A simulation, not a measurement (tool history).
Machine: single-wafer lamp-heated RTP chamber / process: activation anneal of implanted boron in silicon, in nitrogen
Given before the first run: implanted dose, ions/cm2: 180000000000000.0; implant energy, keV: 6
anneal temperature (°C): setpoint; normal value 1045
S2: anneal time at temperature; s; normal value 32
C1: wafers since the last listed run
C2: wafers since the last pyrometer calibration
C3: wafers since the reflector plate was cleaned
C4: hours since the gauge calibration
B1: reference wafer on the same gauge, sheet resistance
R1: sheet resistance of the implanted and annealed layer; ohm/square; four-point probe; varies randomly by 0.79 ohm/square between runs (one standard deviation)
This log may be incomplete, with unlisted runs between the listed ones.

Run 1, day 0.000: usual settings but anneal temperature (°C) 1063; C1 0; C2 966; C3 3165; C4 1003.0; B1 458.98. Result: R1 519.49 ohm/square.
Run 2, day 0.767: usual settings but anneal temperature (°C) 1063; C1 323; C2 1290; C3 3489; C4 1021.4; B1 459.14. Result: R1 519.88 ohm/square.
Run 3, day 1.912: usual settings; C1 483; C2 1773; C3 3972; C4 1048.9; B1 459.05. Result: R1 524.60 ohm/square.
Run 4, day 3.008: usual settings; C1 462; C2 2236; C3 4435; C4 1075.2; B1 458.99. Result: R1 523.85 ohm/square.
Run 5, day 3.879: usual settings; C1 367; C2 2604; C3 4803; C4 1096.1; B1 459.13. Result: R1 523.29 ohm/square.
Run 6, day 4.700: usual settings; C1 346; C2 2950; C3 5149; C4 1115.8; B1 458.91. Result: R1 525.21 ohm/square.
Run 7, day 5.646: usual settings; C1 399; C2 3350; C3 5549; C4 1138.5; B1 458.92. Result: R1 523.59 ohm/square.
At day 7.425: gauge calibrated.
Run 8, day 8.025: usual settings but anneal temperature (°C) 1028; C1 1004; C2 4354; C3 6553; C4 14.4; B1 459.07. Result: R1 528.21 ohm/square.
Run 9, day 9.492: usual settings but anneal temperature (°C) 1028; C1 619; C2 4973; C3 7172; C4 49.6; B1 458.95. Result: R1 526.54 ohm/square.
Run 10, day 10.467: usual settings but S2 47 s; C1 411; C2 5385; C3 7584; C4 73.0; B1 458.95. Result: R1 519.11 ohm/square.
At day 10.825: pyrometer window cleaned and pyrometer calibrated.
Run 11, day 11.350: usual settings but S2 47 s; C1 232; C2 222; C3 7816; C4 94.2; B1 458.94. Result: R1 519.88 ohm/square.
Run 12, day 12.779: usual settings but S2 47 s; C1 603; C2 825; C3 8420; C4 128.5; B1 458.88. Result: R1 520.38 ohm/square.
Run 13, day 13.621: usual settings; C1 355; C2 1181; C3 8775; C4 148.7; B1 458.94. Result: R1 525.23 ohm/square.
At day 14.462: reflector plate cleaned.
Run 14, day 14.483: usual settings; C1 223; C2 1404; C3 8; C4 169.4; B1 459.10. Result: R1 523.34 ohm/square.
Run 15, day 14.942: usual settings but anneal temperature (°C) 1027, S2 24 s; C1 193; C2 1597; C3 201; C4 180.4; B1 459.11. Result: R1 530.10 ohm/square.
Run 16, day 18.342: usual settings but anneal temperature (°C) 1031, S2 26 s; C1 1435; C2 3033; C3 1637; C4 262.0; B1 458.93. Result: R1 528.15 ohm/square.
Run 17, day 19.196: usual settings but anneal temperature (°C) 1018, S2 43 s; C1 360; C2 3394; C3 1997; C4 282.5; B1 458.92. Result: R1 526.20 ohm/square.
Run 18, day 20.692: usual settings but anneal temperature (°C) 1023; C1 631; C2 4025; C3 2629; C4 318.4; B1 459.10. Result: R1 527.85 ohm/square.
Run 19, day 21.696: usual settings but anneal temperature (°C) 1035, S2 18 s; C1 423; C2 4449; C3 3053; C4 342.5; B1 458.81. Result: R1 529.87 ohm/square.
At day 22.425: pyrometer window cleaned and pyrometer calibrated.
Run 20, day 23.096: usual settings but anneal temperature (°C) 1074; C1 450; C2 282; C3 3503; C4 376.1; B1 458.97. Result: R1 516.49 ohm/square.
Run 21, day 24.825: usual settings but anneal temperature (°C) 1058, S2 19 s; C1 730; C2 1012; C3 4233; C4 417.6; B1 459.08. Result: R1 526.04 ohm/square.
Run 22, day 26.308: usual settings but anneal temperature (°C) 1058, S2 41 s; C1 626; C2 1638; C3 4860; C4 453.2; B1 458.83. Result: R1 518.04 ohm/square.
Run 23, day 27.300: usual settings; C1 418; C2 2057; C3 5278; C4 477.0; B1 458.88. Result: R1 524.10 ohm/square.
Run 24, day 28.008: usual settings but anneal temperature (°C) 1034, S2 51 s; C1 299; C2 2356; C3 5577; C4 494.0; B1 458.97. Result: R1 520.64 ohm/square.
Run 25, day 29.246: usual settings but anneal temperature (°C) 1022, S2 22 s; C1 522; C2 2878; C3 6100; C4 523.7; B1 459.07. Result: R1 531.19 ohm/square.
Run 26, day 30.708: usual settings but anneal temperature (°C) 1068, S2 27 s; C1 617; C2 3496; C3 6717; C4 558.8; B1 458.96. Result: R1 520.12 ohm/square.
Run 27, day 31.300: usual settings but anneal temperature (°C) 1073, S2 45 s; C1 249; C2 3746; C3 6967; C4 573.0; B1 458.95. Result: R1 512.44 ohm/square.
Run 28, day 31.858: usual settings but anneal temperature (°C) 1058, S2 19 s; C1 235; C2 3981; C3 7203; C4 586.4; B1 459.08. Result: R1 528.13 ohm/square.
Run 29, day 33.021: usual settings; C1 490; C2 4472; C3 7694; C4 614.3; B1 459.09. Result: R1 522.70 ohm/square.
At day 35.992: reflector plate cleaned.
At day 36.717: pyrometer window cleaned and pyrometer calibrated.
Run 30, day 37.208: usual settings; C1 1486; C2 207; C3 372; C4 714.8; B1 459.08. Result: R1 524.96 ohm/square.
Run 31, day 38.546: usual settings; C1 564; C2 772; C3 937; C4 746.9; B1 459.01. Result: R1 522.60 ohm/square.
Run 32, day 39.879: usual settings but anneal temperature (°C) 1016, S2 39 s; C1 562; C2 1335; C3 1500; C4 778.9; B1 458.91. Result: R1 527.13 ohm/square.
Run 33, day 40.888: usual settings but anneal temperature (°C) 1066, S2 17 s; C1 425; C2 1761; C3 1926; C4 803.1; B1 458.90. Result: R1 527.10 ohm/square.
Run 34, day 41.467: usual settings; C1 244; C2 2005; C3 2170; C4 817.0; B1 458.97. Result: R1 523.42 ohm/square.
Run 35, day 41.992: usual settings; C1 221; C2 2227; C3 2392; C4 829.6; B1 458.91. Result: R1 525.00 ohm/square.
Run 36, day 43.458: usual settings but anneal temperature (°C) 1053, S2 37 s; C1 619; C2 2846; C3 3011; C4 864.8; B1 459.02. Result: R1 522.03 ohm/square.

For each run, what was the tool's unlogged condition?
true wafer temperature minus pyrometer reading, K: 0 at every run
wafer temperature error from the tarnished reflector plate, K: 0 at every run
gauge reads high (%): 0 at every run
